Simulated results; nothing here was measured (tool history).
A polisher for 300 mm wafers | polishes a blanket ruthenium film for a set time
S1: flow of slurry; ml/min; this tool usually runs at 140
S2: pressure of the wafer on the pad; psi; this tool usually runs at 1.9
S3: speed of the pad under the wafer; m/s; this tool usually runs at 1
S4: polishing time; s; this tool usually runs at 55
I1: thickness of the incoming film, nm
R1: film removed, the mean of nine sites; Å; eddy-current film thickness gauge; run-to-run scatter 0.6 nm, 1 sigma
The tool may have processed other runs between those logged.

run,day,S1,S2,S3,S4,I1,R1
1,0,140,1.9,1,64,459.2,559
2,0.667,140,1.9,1,64,453.6,568
3,0.942,140,1.9,1,55,459.7,478
4,1.554,140,1.9,1,55,450.3,470
5,1.933,140,1.9,1,55,458.5,469
# day 2.65: worn pad replaced by a new one
6,2.671,140,1.9,1,55,469.7,482
7,2.95,140,1.9,1,55,459.5,477
8,3.596,140,1.9,1,55,462.3,466
9,4.171,140,1.9,1,55,468.8,465
10,4.704,140,1.9,1,55,460.7,473
11,5.429,175,1.9,1.26,55,459.2,606
# day 6.671: worn pad replaced by a new one
12,7.325,175,1.9,1.26,55,465.7,615
13,7.892,175,1.9,1.26,55,464,608
14,8.246,140,1.9,1,41,459.1,353
15,8.642,140,1.6,1,55,467.3,398
16,9.388,140,1.9,0.82,62,452.9,431
17,9.871,165,1.3,1.18,43,462.9,306
# day 10.767: worn pad replaced by a new one
# day 10.875: head pressure recalibrated
18,11.379,90,1.9,1,55,464.2,417
19,12.042,140,1.9,1,55,459.5,460
20,12.758,180,2.4,1,40,458.8,446
21,13.117,140,1.9,1,55,464.5,462
# day 13.308: slurry nozzle cleaned
22,13.458,140,1.9,1.34,55,464.1,589
23,14.733,175,2.4,1,55,460.8,578
# day 15.117: worn pad replaced by a new one
24,15.138,140,1.9,1,55,462.6,429
25,15.733,140,1.9,1,55,458,434
26,16.196,110,1.6,1.2,37,465.6,269
27,16.721,100,2.1,0.82,44,464.1,287
# day 17.05: slurry nozzle cleaned, repeated, since the last time left the tool worse
28,17.408,125,1.7,1.28,55,460.6,536
29,18.042,140,1.9,1,55,462.9,488
# day 18.667: worn pad replaced by a new one
30,18.779,95,2.2,1,36,467.6,348
31,19.142,160,1.9,1,48,459,443

Branching from run 31: 5 alternative next runs. What would each branch give?
A,19.158,140,1.9,1,55,455.1,?
B,19.158,140,1.4,1,64,455.1,?
C,19.158,140,1.9,0.86,55,455.1,?
D,19.158,100,1.9,1,55,455.1,?
E,19.158,105,1.9,1,36,455.1,?

run,R1
A,485
B,419
C,421
D,456
E,301
The same runs, with their run-to-run variation unchanged, on a tool lacking any hidden condition would have given:
run,R1
A,491
B,424
C,426
D,463
E,306
